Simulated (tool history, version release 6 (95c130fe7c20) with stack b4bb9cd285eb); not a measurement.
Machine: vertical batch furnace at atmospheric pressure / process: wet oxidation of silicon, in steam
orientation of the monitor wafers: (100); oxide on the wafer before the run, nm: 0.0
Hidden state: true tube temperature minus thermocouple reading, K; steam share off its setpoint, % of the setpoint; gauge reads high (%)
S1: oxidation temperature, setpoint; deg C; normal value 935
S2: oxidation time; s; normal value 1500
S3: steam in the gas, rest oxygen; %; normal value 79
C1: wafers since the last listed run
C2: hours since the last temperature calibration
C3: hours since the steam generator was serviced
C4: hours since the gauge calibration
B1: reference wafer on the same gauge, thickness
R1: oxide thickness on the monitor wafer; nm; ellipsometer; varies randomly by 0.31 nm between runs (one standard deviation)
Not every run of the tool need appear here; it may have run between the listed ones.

run 1 day=0.000 | S1=935 S2=1500 S3=79 | C1=0 C2=3998.8 C3=1141.6 C4=208.0 | B1=88.66 | R1=77.87
run 2 day=0.525 | S1=935 S2=1500 S3=79 | C1=200 C2=4011.4 C3=1154.2 C4=220.6 | B1=88.61 | R1=77.59
run 3 day=1.808 | S1=935 S2=1500 S3=79 | C1=489 C2=4042.2 C3=1185.0 C4=251.4 | B1=88.62 | R1=77.64
run 4 day=2.504 | S1=935 S2=1500 S3=79 | C1=265 C2=4058.9 C3=1201.7 C4=268.1 | B1=88.56 | R1=77.52
run 5 day=3.196 | S1=935 S2=1500 S3=79 | C1=263 C2=4075.5 C3=1218.3 C4=284.7 | B1=88.62 | R1=77.40
run 6 day=3.783 | S1=935 S2=1500 S3=79 | C1=224 C2=4089.6 C3=1232.4 C4=298.8 | B1=88.72 | R1=76.90
run 7 day=4.329 | S1=935 S2=1500 S3=79 | C1=208 C2=4102.7 C3=1245.5 C4=311.9 | B1=88.49 | R1=77.06
run 8 day=4.817 | S1=935 S2=1500 S3=79 | C1=186 C2=4114.4 C3=1257.2 C4=323.6 | B1=88.60 | R1=77.52
-- day=4.883 gauge calibrated
run 9 day=5.479 | S1=935 S2=1500 S3=79 | C1=252 C2=4130.3 C3=1273.1 C4=14.3 | B1=88.58 | R1=77.32
-- day=6.850 thermocouples replaced and temperature profile calibrated
run 10 day=6.871 | S1=935 S2=1500 S3=79 | C1=149 C2=0.5 C3=1306.5 C4=47.7 | B1=88.58 | R1=77.00
run 11 day=7.033 | S1=927 S2=1500 S3=79 | C1=62 C2=4.4 C3=1310.4 C4=51.6 | B1=88.60 | R1=69.45
-- day=8.862 steam generator serviced
run 12 day=8.883 | S1=935 S2=1770 S3=79 | C1=324 C2=48.8 C3=0.5 C4=96.0 | B1=88.64 | R1=96.46
run 13 day=9.046 | S1=935 S2=1500 S3=79 | C1=62 C2=52.7 C3=4.4 C4=99.9 | B1=88.58 | R1=83.82
run 14 day=9.558 | S1=935 S2=2040 S3=91 | C1=195 C2=65.0 C3=16.7 C4=112.2 | B1=88.55 | R1=124.99
run 15 day=10.192 | S1=912 S2=1500 S3=71 | C1=241 C2=80.2 C3=31.9 C4=127.4 | B1=88.68 | R1=56.49
run 16 day=10.600 | S1=935 S2=1500 S3=83 | C1=155 C2=90.0 C3=41.7 C4=137.2 | B1=88.63 | R1=86.76
run 17 day=11.088 | S1=935 S2=1500 S3=83 | C1=186 C2=101.7 C3=53.4 C4=148.9 | B1=88.63 | R1=88.04
run 18 day=12.008 | S1=935 S2=1500 S3=86 | C1=351 C2=123.8 C3=75.5 C4=171.0 | B1=88.56 | R1=89.98
run 19 day=12.508 | S1=935 S2=1500 S3=79 | C1=190 C2=135.8 C3=87.5 C4=183.0 | B1=88.54 | R1=82.78
run 20 day=12.867 | S1=912 S2=1500 S3=71 | C1=136 C2=144.4 C3=96.1 C4=191.6 | B1=88.58 | R1=56.20

Forecast each of these 5 alternatives for the next run:
run A day=13.033 | S1=935 S2=1500 S3=87 | C1=63 C2=148.4 C3=100.1 C4=195.6 | B1=? | R1=?
run B day=13.033 | S1=953 S2=870 S3=68 | C1=63 C2=148.4 C3=100.1 C4=195.6 | B1=? | R1=?
run C day=13.033 | S1=943 S2=870 S3=88 | C1=63 C2=148.4 C3=100.1 C4=195.6 | B1=? | R1=?
run D day=13.033 | S1=928 S2=1500 S3=79 | C1=63 C2=148.4 C3=100.1 C4=195.6 | B1=? | R1=?
run E day=13.033 | S1=951 S2=1170 S3=79 | C1=63 C2=148.4 C3=100.1 C4=195.6 | B1=? | R1=?

run=A B1=88.58 R1=91.28
run=B B1=88.58 R1=55.33
run=C B1=88.58 R1=61.74
run=D B1=88.58 R1=76.78
run=E B1=88.58 R1=81.21
Take away the tool's hidden state, keep each run's random variation, and the runs would have read:
run=A R1=91.92
run=B R1=55.73
run=C R1=62.19
run=D R1=77.33
run=E R1=81.78
